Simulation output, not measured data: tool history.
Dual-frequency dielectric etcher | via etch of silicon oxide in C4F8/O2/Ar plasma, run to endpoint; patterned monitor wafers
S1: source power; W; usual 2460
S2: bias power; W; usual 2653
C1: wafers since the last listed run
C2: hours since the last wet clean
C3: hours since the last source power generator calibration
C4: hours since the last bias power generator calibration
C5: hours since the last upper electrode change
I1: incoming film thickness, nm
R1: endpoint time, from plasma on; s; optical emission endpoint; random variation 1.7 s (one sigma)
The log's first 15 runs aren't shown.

run,day,S1,S2,C1,C2,C3,C4,C5,I1,R1
16,17.233,2460,2653,122,54.3,310,5266,282.6,1450.1,255.8
17,18.138,2650,2871,85,76,331.7,5287.7,304.3,1459,243.8
18,19.35,2080,2653,115,105.1,360.8,5316.8,333.4,1460.6,272.5
19,19.867,2460,2653,49,117.5,373.2,5329.2,345.8,1457.3,259
20,20.438,1970,1992,54,131.2,386.9,5342.9,359.5,1457.7,304.6
21,21.025,2230,2653,55,145.3,401,5357,373.6,1441.8,264.9
# day 22.412: bias power generator calibrated
22,23.088,2460,2415,180,194.8,450.5,16.2,423.1,1461.9,268.1
# day 24.929: wet clean of the chamber, repeated, since the last time left the tool worse
23,24.95,2230,2653,81,0.5,495.2,60.9,467.8,1451.8,243.8
24,25.342,1990,3195,37,9.9,504.6,70.3,477.2,1479,245.5
25,26.3,2460,2653,91,32.9,527.6,93.3,500.2,1451.5,242.8
26,27.158,2460,2355,81,53.5,548.2,113.9,520.8,1448.1,252.1
27,28.462,1850,2891,123,84.8,579.5,145.2,552.1,1463.3,258.1
28,29.633,2460,2231,111,112.9,607.6,173.3,580.2,1447.8,259.1
29,30.817,2460,2461,112,141.3,636,201.7,608.6,1466.1,253.1
30,31.462,2280,2331,61,156.8,651.5,217.2,624.1,1446.7,261.9
31,32.592,1880,2148,107,183.9,678.6,244.3,651.2,1441.6,283.5
32,34.029,2040,2096,136,218.4,713.1,278.8,685.7,1457.2,287.8
33,36.208,2460,2008,207,270.7,765.4,331.1,738,1448.6,267.5
34,37.371,2460,2653,110,298.6,793.3,359,765.9,1455.1,243.6
35,38.45,3010,2936,102,324.5,819.2,384.9,791.8,1469.1,224.9
36,39.333,2260,3267,83,345.7,840.4,406.1,813,1464.9,237.9

Forecast each of these 3 alternatives for the next run:
A,39.354,2460,3259,1,346.2,840.9,406.6,813.5,1457.8,?
B,39.354,3020,2081,1,346.2,840.9,406.6,813.5,1457.8,?
C,39.354,2460,2222,1,346.2,840.9,406.6,813.5,1457.8,?

run,R1
A,227.4
B,252.3
C,262.9
Without the tool's hidden state the same runs would have given:
run,R1
A,223
B,247.5
C,257.8
